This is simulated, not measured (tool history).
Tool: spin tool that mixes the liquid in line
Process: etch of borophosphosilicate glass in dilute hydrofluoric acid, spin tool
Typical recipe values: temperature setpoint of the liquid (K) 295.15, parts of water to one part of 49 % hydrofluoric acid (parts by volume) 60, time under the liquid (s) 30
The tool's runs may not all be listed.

run	hour	temperature setpoint of the liquid (K)	parts of water to one part of 49 % hydrofluoric acid (parts by volume)	time under the liquid (s)	wafers since the last listed run	hours since the thermometer was replaced	hours since the hydrofluoric acid flow meter was replaced	hours since the gauge calibration	read-back film thickness of the borophosphosilicate glass reference wafer, read on the same gauge (nm)	thickness taken off the borophosphosilicate glass on a monitor wafer (Å)
1	0.0	295.15	80	30	0	1820.9	308.0	182.3	90.49	102.1
2	32.3	295.15	80	30	540	1853.2	340.3	214.6	90.64	102.4
3	116.3	295.15	60	20	1405	1937.2	424.3	298.6	91.03	93.9
4	140.1	295.15	65	30	398	1961.0	448.1	322.4	91.14	128.5
5	172.4	295.15	65	30	540	1993.3	480.4	354.7	91.36	128.8
6	206.0	295.15	60	30	562	2026.9	514.0	388.3	91.55	141.9
7	239.8	295.15	60	30	565	2060.7	547.8	422.1	91.84	140.8
# hour 256.6: gauge calibrated
8	270.2	295.15	60	30	508	2091.1	578.2	13.6	89.92	138.1
9	354.5	296.65	60	30	1410	2175.4	662.5	97.9	89.97	148.0
10	373.8	295.15	60	30	322	2194.7	681.8	117.2	90.06	137.9
# hour 407.2: hydrofluoric acid flow meter replaced
11	445.9	295.15	60	30	1189	2266.8	38.7	189.3	90.25	138.5
12	460.3	295.15	60	30	240	2281.2	53.1	203.7	90.28	138.2

Forecast run 13:
# hour 466.9: thermometer replaced
13	502.1	293.15	85	30	682	35.2	94.9	245.5	?	?

{"run 13": {"read-back film thickness of the borophosphosilicate glass reference wafer, read on the same gauge (nm)": 90.49, "thickness taken off the borophosphosilicate glass on a monitor wafer (Å)": 87.9}}
Minus the tool's unlogged condition, the same run would have read thickness taken off the borophosphosilicate glass on a monitor wafer (Å) 87.5.
